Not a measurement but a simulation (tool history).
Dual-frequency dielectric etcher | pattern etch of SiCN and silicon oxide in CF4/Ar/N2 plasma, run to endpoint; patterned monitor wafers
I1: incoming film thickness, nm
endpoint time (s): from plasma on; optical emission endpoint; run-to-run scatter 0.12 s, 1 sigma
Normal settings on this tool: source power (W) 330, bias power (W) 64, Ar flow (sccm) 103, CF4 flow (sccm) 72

Run 1, hour 0.0: usual settings; I1 9.62. Result: endpoint time (s) 14.3.
Run 2, hour 46.3: usual settings; I1 9.60. Result: endpoint time (s) 14.3.
Run 3, hour 95.5: usual settings but Ar flow (sccm) 117; I1 9.59. Result: endpoint time (s) 15.1.
Run 4, hour 249.1: usual settings but bias power (W) 75; I1 9.56. Result: endpoint time (s) 13.6.
Run 5, hour 294.8: usual settings but bias power (W) 75; I1 9.57. Result: endpoint time (s) 13.7.
Run 6, hour 458.5: usual settings but bias power (W) 58; I1 9.58. Result: endpoint time (s) 14.4.
Run 7, hour 489.8: usual settings but Ar flow (sccm) 120; I1 9.49. Result: endpoint time (s) 14.0.
Run 8, hour 526.2: usual settings but bias power (W) 53; I1 9.61. Result: endpoint time (s) 15.7.
Run 9, hour 549.8: usual settings but CF4 flow (sccm) 60; I1 9.59. Result: endpoint time (s) 15.0.
Run 10, hour 617.1: usual settings but source power (W) 380, bias power (W) 74, Ar flow (sccm) 82, CF4 flow (sccm) 62; I1 9.64. Result: endpoint time (s) 12.0.
Run 11, hour 648.9: usual settings but bias power (W) 59, Ar flow (sccm) 122, CF4 flow (sccm) 61; I1 9.69. Result: endpoint time (s) 15.7.
Run 12, hour 711.9: usual settings but Ar flow (sccm) 120, CF4 flow (sccm) 86; I1 9.57. Result: endpoint time (s) 14.6.
Run 13, hour 796.6: usual settings but source power (W) 390, Ar flow (sccm) 120, CF4 flow (sccm) 66; I1 9.64. Result: endpoint time (s) 12.6.
Run 14, hour 819.8: usual settings but source power (W) 300, Ar flow (sccm) 129, CF4 flow (sccm) 81; I1 9.61. Result: endpoint time (s) 16.3.
Run 15, hour 887.3: usual settings; I1 9.64. Result: endpoint time (s) 14.2.
Run 16, hour 920.1: usual settings but bias power (W) 75, Ar flow (sccm) 80, CF4 flow (sccm) 55; I1 9.59. Result: endpoint time (s) 13.5.
Run 17, hour 954.4: usual settings; I1 9.57. Result: endpoint time (s) 14.8.
Run 18, hour 992.7: usual settings; I1 9.53. Result: endpoint time (s) 14.5.
Run 19, hour 1021.7: usual settings but bias power (W) 75, Ar flow (sccm) 87; I1 9.58. Result: endpoint time (s) 13.8.
Run 20, hour 1067.0: usual settings but bias power (W) 54, Ar flow (sccm) 91, CF4 flow (sccm) 59; I1 9.53. Result: endpoint time (s) 15.3.
Run 21, hour 1117.4: usual settings but source power (W) 270, bias power (W) 54, CF4 flow (sccm) 88; I1 9.62. Result: endpoint time (s) 18.9.
Run 22, hour 1170.1: usual settings; I1 9.55. Result: endpoint time (s) 14.4.
Run 23, hour 1228.3: usual settings but source power (W) 270, Ar flow (sccm) 126; I1 9.67. Result: endpoint time (s) 18.4.
Run 24, hour 1255.3: usual settings but bias power (W) 70; I1 9.61. Result: endpoint time (s) 13.9.
Run 25, hour 1307.4: usual settings but source power (W) 390, CF4 flow (sccm) 79; I1 9.54. Result: endpoint time (s) 12.2.

Not shown: 9 entries that the log had between the listed runs. Between which runs, and how does the tool's hidden state differ before and after?
In the gap between runs 2 and 3: wet clean of the chamber (hour 85.9)
  etch rate over this chamber's usual, %: 4.32 -> -0.162
  measured result minus the result with no hidden state, endpoint time (s): -0.6 -> +0.0
In the gap between runs 5 and 6: CF4 flow controller replaced (hour 394.1)
  etch rate over this chamber's usual, %: 2.55 -> 4.77
  measured result minus the result with no hidden state, endpoint time (s): -0.4 -> -0.7
In the gap between runs 7 and 8: wet clean of the chamber (hour 525.7)
  etch rate over this chamber's usual, %: 5.19 -> -1.29
  measured result minus the result with no hidden state, endpoint time (s): -0.7 -> +0.2
In the gap between runs 9 and 10: source power generator calibrated (hour 589.8)
  etch rate over this chamber's usual, %: -0.973 -> -0.0586
  measured result minus the result with no hidden state, endpoint time (s): +0.1 -> +0.0
In the gap between runs 11 and 12: bias power generator calibrated (hour 711.4)
  etch rate over this chamber's usual, %: 0.373 -> 1.23
  measured result minus the result with no hidden state, endpoint time (s): +0.0 -> -0.2
In the gap between runs 12 and 13: upper electrode replaced (hour 796.1)
  etch rate over this chamber's usual, %: 1.23 -> 2.38
  measured result minus the result with no hidden state, endpoint time (s): -0.2 -> -0.3
In the gap between runs 14 and 15: Ar flow controller replaced (hour 852.2)
  etch rate over this chamber's usual, %: 2.69 -> 3.61
  measured result minus the result with no hidden state, endpoint time (s): -0.4 -> -0.5
In the gap between runs 16 and 17: wet clean of the chamber (hour 952.5)
  etch rate over this chamber's usual, %: 4.06 -> -0.638
  measured result minus the result with no hidden state, endpoint time (s): -0.5 -> +0.1
In the gap between runs 24 and 25: wet clean of the chamber (hour 1306.9)
  etch rate over this chamber's usual, %: 3.45 -> -0.205
  measured result minus the result with no hidden state, endpoint time (s): -0.5 -> +0.1
